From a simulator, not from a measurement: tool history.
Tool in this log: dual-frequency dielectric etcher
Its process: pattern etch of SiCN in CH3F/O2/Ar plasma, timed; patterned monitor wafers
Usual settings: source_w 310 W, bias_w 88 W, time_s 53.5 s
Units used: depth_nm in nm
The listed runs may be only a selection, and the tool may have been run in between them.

run	hour	source_w	bias_w	time_s	read-back reference wafer on the same gauge, depth_nm	depth_nm
1	0	310	88	53.5	16.82	20.08
2	18	310	88	53.5	16.82	19.82
3	35.2	310	88	53.5	16.8	19.88
# hour 46.1: source power generator calibrated
# hour 51.5: gauge calibrated
4	52	310	88	53.5	16.81	19.89
5	58.5	310	88	53.5	16.81	19.92
6	68.6	310	88	53.5	16.79	19.77
7	75	310	71	53.5	16.81	18.07
8	81.5	310	71	53.5	16.83	18.02
9	92.8	350	88	53.5	16.77	20.71
# hour 105.8: bias power generator calibrated
# hour 117.7: wet clean of the chamber
10	118.2	310	88	53.5	16.8	20.58
11	118.5	360	88	53.5	16.79	21.7
# hour 188.7: upper electrode replaced
12	189.2	340	74	46	16.79	16.94
13	189.5	310	88	49	16.81	18.81
14	189.9	310	96	53.5	16.8	21.27
15	196	310	88	63.5	16.8	24.37
16	210.9	240	82	53.5	16.81	18.23
17	218.7	240	88	53.5	16.79	18.81
18	228.3	350	99	68.5	16.77	28.87
19	235.4	310	88	53.5	16.8	20.59
20	271.6	310	88	53.5	16.8	20.32
21	278.7	310	97	67.5	16.81	27.17
22	290.9	340	106	68.5	16.8	29.25
23	305	290	81	38.5	16.81	13.89
24	315.8	310	96	58	16.81	22.77
25	322.9	310	80	53.5	16.82	19.59
26	329.7	360	103	59	16.81	25.37
27	345.1	280	108	43	16.85	17.27
28	355.2	280	88	53.5	16.81	19.65
29	367.2	310	77	53.5	16.78	19.14

Here are 5 independent what-if runs from the current tool condition. What would each one return?
A	367.6	310	78	53.5	?	?
B	367.6	290	105	66	?	?
C	367.6	340	76	53.5	?	?
D	367.6	310	88	69	?	?
E	367.6	370	109	41	?	?

run	read-back reference wafer on the same gauge, depth_nm	depth_nm
A	16.78	19.27
B	16.78	26.37
C	16.78	19.7
D	16.78	26.16
E	16.78	18.12
Take away the tool's hidden state, keep each run's random variation, and the runs would have read:
run	depth_nm
A	19.67
B	26.91
C	20.1
D	26.69
E	18.49

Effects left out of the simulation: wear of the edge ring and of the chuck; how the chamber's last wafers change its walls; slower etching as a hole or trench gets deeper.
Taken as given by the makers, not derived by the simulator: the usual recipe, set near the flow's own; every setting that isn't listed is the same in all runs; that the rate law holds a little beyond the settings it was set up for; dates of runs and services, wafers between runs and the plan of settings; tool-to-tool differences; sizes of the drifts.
